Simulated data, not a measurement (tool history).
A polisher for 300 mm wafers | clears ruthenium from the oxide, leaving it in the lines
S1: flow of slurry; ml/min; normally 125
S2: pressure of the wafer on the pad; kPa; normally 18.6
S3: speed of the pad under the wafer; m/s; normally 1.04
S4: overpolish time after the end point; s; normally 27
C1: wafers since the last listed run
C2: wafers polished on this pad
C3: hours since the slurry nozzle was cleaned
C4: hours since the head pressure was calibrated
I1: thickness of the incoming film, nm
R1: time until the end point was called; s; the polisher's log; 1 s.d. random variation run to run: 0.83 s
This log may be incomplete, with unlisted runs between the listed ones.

run,hour,S1,S2,S3,S4,C1,C2,C3,C4,I1,R1
1,0.0,125,18.6,1.04,27,0,84,331.9,2.1,121.3,77.0
2,57.5,125,18.6,1.04,27,355,439,389.4,59.6,120.4,76.0
3,118.5,125,18.6,1.04,27,376,816,450.4,120.6,119.1,74.3
4,160.0,125,18.6,1.04,27,256,1073,491.9,162.1,120.0,76.1
5,186.8,125,18.6,1.04,27,165,1238,518.7,188.9,119.4,74.5
6,212.5,125,18.6,1.04,27,158,1397,544.4,214.6,119.1,72.5
7,269.5,125,18.6,1.04,27,352,1749,601.4,271.6,120.0,74.9
8,305.7,125,18.6,1.04,27,223,1973,637.6,307.8,118.5,74.4
# hour 344.5: worn pad replaced by a new one
9,435.7,125,18.6,1.04,27,778,563,767.6,437.8,119.5,74.3
# hour 445.9: head pressure recalibrated
10,493.3,125,18.6,1.04,27,343,906,825.2,47.4,120.3,74.7
11,521.4,125,16.5,1.18,27,173,1080,853.3,75.5,119.4,72.3
12,590.0,125,16.5,1.18,27,423,1504,921.9,144.1,121.8,74.3
# hour 595.8: slurry nozzle cleaned
13,637.3,125,18.6,1.04,27,285,1790,41.5,191.4,119.5,73.5
# hour 704.0: worn pad replaced by a new one
14,704.5,125,18.6,1.04,27,390,3,108.7,258.6,121.2,75.7
15,740.3,125,18.6,1.12,27,221,224,144.5,294.4,122.1,71.4
# hour 796.9: head pressure recalibrated
16,807.1,155,18.6,1.04,27,400,624,211.3,10.2,119.2,72.3
17,834.4,125,18.6,1.04,27,168,793,238.6,37.5,121.8,75.5
18,877.2,125,18.6,1.04,27,264,1057,281.4,80.3,119.1,73.4
19,947.0,125,18.6,0.92,42,431,1488,351.2,150.1,122.6,85.7
20,997.7,125,18.6,1.04,27,313,1801,401.9,200.8,118.6,74.5
# hour 1055.3: worn pad replaced by a new one
21,1058.7,125,18.6,1.22,27,352,20,462.9,261.8,119.3,63.5
22,1122.3,125,24.8,0.86,37,392,413,526.5,325.4,118.0,70.6
23,1153.0,125,18.6,1.04,27,189,603,557.2,356.1,120.3,75.5
# hour 1211.2: head pressure recalibrated
24,1217.2,115,22.8,0.86,37,384,987,621.4,6.0,120.1,77.0
25,1244.0,125,20.7,1.04,27,165,1152,648.2,32.8,122.2,69.4
26,1314.1,125,22.8,1.04,27,432,1585,718.3,102.9,120.1,63.5
# hour 1324.7: slurry nozzle cleaned
27,1354.4,160,13.1,1.20,36,242,1828,29.7,143.2,118.7,81.9
28,1413.2,155,18.6,1.04,27,363,2191,88.5,202.0,117.8,71.9
# hour 1418.7: worn pad replaced by a new one
29,1469.0,125,18.6,0.90,33,319,310,144.3,257.8,120.0,86.1
30,1528.7,125,18.6,1.04,27,368,679,204.0,317.5,118.5,74.1
# hour 1555.3: head pressure recalibrated
31,1563.4,95,18.6,1.04,34,201,881,238.7,8.1,119.8,76.6
32,1596.0,125,18.6,1.04,27,201,1082,271.3,40.7,120.5,75.7
33,1652.6,110,18.6,1.14,40,349,1432,327.9,97.3,120.9,69.5
# hour 1787.3: worn pad replaced by a new one
34,1790.8,160,13.1,1.20,36,828,21,466.1,235.5,120.3,81.5
# hour 1926.3: head pressure recalibrated
35,1978.0,170,16.5,0.78,27,1143,1165,653.3,51.7,119.8,103.8

What if the next run were any one of these 5? Each begins from the tool's condition after run 35:
A,1978.5,125,18.6,1.04,27,3,1168,653.8,52.2,119.8,?
B,1978.5,100,18.6,1.04,27,3,1168,653.8,52.2,119.8,?
C,1978.5,100,22.8,1.32,14,3,1168,653.8,52.2,119.8,?
D,1978.5,110,20.7,1.22,19,3,1168,653.8,52.2,119.8,?
E,1978.5,110,18.6,0.72,17,3,1168,653.8,52.2,119.8,?

run,R1
A,74.0
B,76.4
C,51.3
D,59.1
E,108.8
Take away the tool's hidden state, keep each run's random variation, and the runs would have read:
run,R1
A,74.0
B,76.4
C,51.3
D,59.1
E,108.8

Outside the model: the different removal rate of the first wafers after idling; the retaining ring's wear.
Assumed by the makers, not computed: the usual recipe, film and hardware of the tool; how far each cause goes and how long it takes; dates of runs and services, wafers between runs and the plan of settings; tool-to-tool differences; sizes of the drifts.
